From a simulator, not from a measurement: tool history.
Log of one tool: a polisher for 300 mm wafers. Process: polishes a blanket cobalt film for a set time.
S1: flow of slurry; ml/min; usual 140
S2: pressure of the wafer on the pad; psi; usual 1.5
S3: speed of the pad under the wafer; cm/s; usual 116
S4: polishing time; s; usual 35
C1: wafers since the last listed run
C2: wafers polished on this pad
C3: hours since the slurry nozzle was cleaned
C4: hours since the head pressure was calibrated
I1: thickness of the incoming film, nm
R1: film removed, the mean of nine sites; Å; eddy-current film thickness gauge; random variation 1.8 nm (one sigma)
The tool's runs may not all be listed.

{"run": 1, "hour": 0.0, "S1": 150, "S2": 1.7, "S3": 116, "S4": 35, "C1": 0, "C2": 255, "C3": 213.3, "C4": 450.4, "I1": 1449.6, "R1": 1663}
{"run": 2, "hour": 71.8, "S1": 150, "S2": 1.7, "S3": 116, "S4": 35, "C1": 809, "C2": 1064, "C3": 285.1, "C4": 522.2, "I1": 1394.7, "R1": 1599}
{"run": 3, "hour": 175.9, "S1": 150, "S2": 1.7, "S3": 116, "S4": 35, "C1": 1173, "C2": 2238, "C3": 389.2, "C4": 626.3, "I1": 1395.0, "R1": 1578}
{"hour": 191.7, "done": "worn pad replaced by a new one"}
{"run": 4, "hour": 237.8, "S1": 140, "S2": 1.5, "S3": 116, "S4": 35, "C1": 652, "C2": 520, "C3": 451.1, "C4": 688.2, "I1": 1431.9, "R1": 1442}
{"run": 5, "hour": 315.5, "S1": 140, "S2": 1.5, "S3": 116, "S4": 35, "C1": 875, "C2": 1396, "C3": 528.8, "C4": 765.9, "I1": 1409.8, "R1": 1463}
{"hour": 381.1, "done": "worn pad replaced by a new one, of another model than before"}
{"run": 6, "hour": 383.5, "S1": 140, "S2": 1.5, "S3": 116, "S4": 35, "C1": 721, "C2": 26, "C3": 596.8, "C4": 833.9, "I1": 1409.1, "R1": 1446}
{"run": 7, "hour": 430.1, "S1": 140, "S2": 1.5, "S3": 116, "S4": 35, "C1": 525, "C2": 552, "C3": 643.4, "C4": 880.5, "I1": 1433.6, "R1": 1452}
{"run": 8, "hour": 521.4, "S1": 140, "S2": 1.5, "S3": 116, "S4": 35, "C1": 1029, "C2": 1581, "C3": 734.7, "C4": 971.8, "I1": 1405.1, "R1": 1386}
{"hour": 526.0, "done": "slurry nozzle cleaned"}
{"hour": 566.8, "done": "worn pad replaced by a new one"}
{"run": 9, "hour": 593.3, "S1": 140, "S2": 1.8, "S3": 116, "S4": 30, "C1": 754, "C2": 299, "C3": 67.3, "C4": 1043.7, "I1": 1437.8, "R1": 1518}
{"run": 10, "hour": 679.7, "S1": 140, "S2": 1.1, "S3": 116, "S4": 35, "C1": 974, "C2": 1273, "C3": 153.7, "C4": 1130.1, "I1": 1425.4, "R1": 1033}
{"run": 11, "hour": 754.0, "S1": 185, "S2": 1.0, "S3": 116, "S4": 35, "C1": 837, "C2": 2110, "C3": 228.0, "C4": 1204.4, "I1": 1425.9, "R1": 966}

Run 12 comes next. What will it give?
{"hour": 773.4, "done": "head pressure recalibrated"}
{"hour": 810.3, "done": "worn pad replaced by a new one"}
{"run": 12, "hour": 814.9, "S1": 140, "S2": 1.7, "S3": 92, "S4": 39, "C1": 618, "C2": 51, "C3": 288.9, "C4": 41.5, "I1": 1425.2, "R1": "?"}

Run 12 gave R1 1614 Å.
Without the tool's hidden state the same run would have given R1 1622 Å.

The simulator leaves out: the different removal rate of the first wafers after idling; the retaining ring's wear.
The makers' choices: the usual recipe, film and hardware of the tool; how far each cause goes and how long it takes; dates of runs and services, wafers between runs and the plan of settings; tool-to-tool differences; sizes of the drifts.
